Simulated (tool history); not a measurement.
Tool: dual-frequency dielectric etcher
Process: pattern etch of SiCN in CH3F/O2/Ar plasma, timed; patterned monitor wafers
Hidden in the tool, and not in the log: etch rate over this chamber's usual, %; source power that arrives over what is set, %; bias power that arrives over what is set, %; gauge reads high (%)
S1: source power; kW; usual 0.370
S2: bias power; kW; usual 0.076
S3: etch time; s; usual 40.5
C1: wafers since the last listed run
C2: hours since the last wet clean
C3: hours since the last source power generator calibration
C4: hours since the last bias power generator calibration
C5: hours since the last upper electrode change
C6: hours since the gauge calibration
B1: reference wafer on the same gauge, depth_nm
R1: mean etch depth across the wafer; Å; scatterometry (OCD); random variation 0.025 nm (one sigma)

run    hour     S1     S2    S3    C1     C2      C3      C4      C5     C6     B1     R1
  1     0.0  0.370  0.076  40.5     0  243.2  1114.9  1697.3  6052.1  349.9  15.30  147.8
  2    58.3  0.370  0.076  40.5   670  301.5  1173.2  1755.6  6110.4  408.2  15.30  147.4
  3   117.8  0.370  0.076  40.5   684  361.0  1232.7  1815.1  6169.9  467.7  15.30  147.6
      186.8  -- wet clean of the chamber
  4   187.3  0.370  0.076  40.5   523    0.5  1302.2  1884.6  6239.4  537.2  15.31  149.8
  5   197.1  0.370  0.076  40.5   112   10.3  1312.0  1894.4  6249.2  547.0  15.29  149.5
  6   227.5  0.370  0.076  40.5   349   40.7  1342.4  1924.8  6279.6  577.4  15.31  148.9
  7   265.5  0.370  0.076  40.5   437   78.7  1380.4  1962.8  6317.6  615.4  15.29  149.1
      384.0  -- upper electrode replaced
      424.3  -- bias power generator calibrated
      442.2  -- source power generator calibrated
  8   458.6  0.370  0.076  40.5  1852  271.8    16.4    34.3    74.6  808.5  15.30  145.9
  9   510.2  0.370  0.085  45.0   593  323.4    68.0    85.9   126.2  860.1  15.29  167.4
 10   577.9  0.370  0.066  40.5   778  391.1   135.7   153.6   193.9  927.8  15.30  139.6
      614.2  -- wet clean of the chamber
 11   647.4  0.340  0.067  40.5   523   33.2   205.2   223.1   263.4  997.3  15.30  139.1
      669.3  -- gauge calibrated
 12   691.5  0.370  0.076  40.5   507   77.3   249.3   267.2   307.5   22.2  15.30  147.5
 13   751.5  0.330  0.061  47.0   690  137.3   309.3   327.2   367.5   82.2  15.30  155.9
 14   822.9  0.400  0.063  50.5   821  208.7   380.7   398.6   438.9  153.6  15.30  177.9
 15   983.1  0.370  0.076  40.5  1842  368.9   540.9   558.8   599.1  313.8  15.29  146.3
     1026.9  -- wet clean of the chamber
 16  1028.1  0.310  0.076  40.5   241    1.2   585.9   603.8   644.1  358.8  15.30  141.5
 17  1057.3  0.370  0.076  40.5   335   30.4   615.1   633.0   673.3  388.0  15.30  148.8

Some steps in R1 between neighbouring runs. How much of each would the tool show without its hidden state too (settings, what came in, random variation), and how much is left for the hidden state, with any gauge scatter that isn't in both results?
Run 7 -> 8: upper electrode replaced, bias power generator calibrated, source power generator calibrated. R1 -3.2 Å: hidden state -2.9, all else -0.3.
Run 14 -> 15: S1 0.400 -> 0.370, S2 0.063 -> 0.076, S3 50.5 -> 40.5. R1 -31.6 Å: hidden state -0.5, all else -31.1.
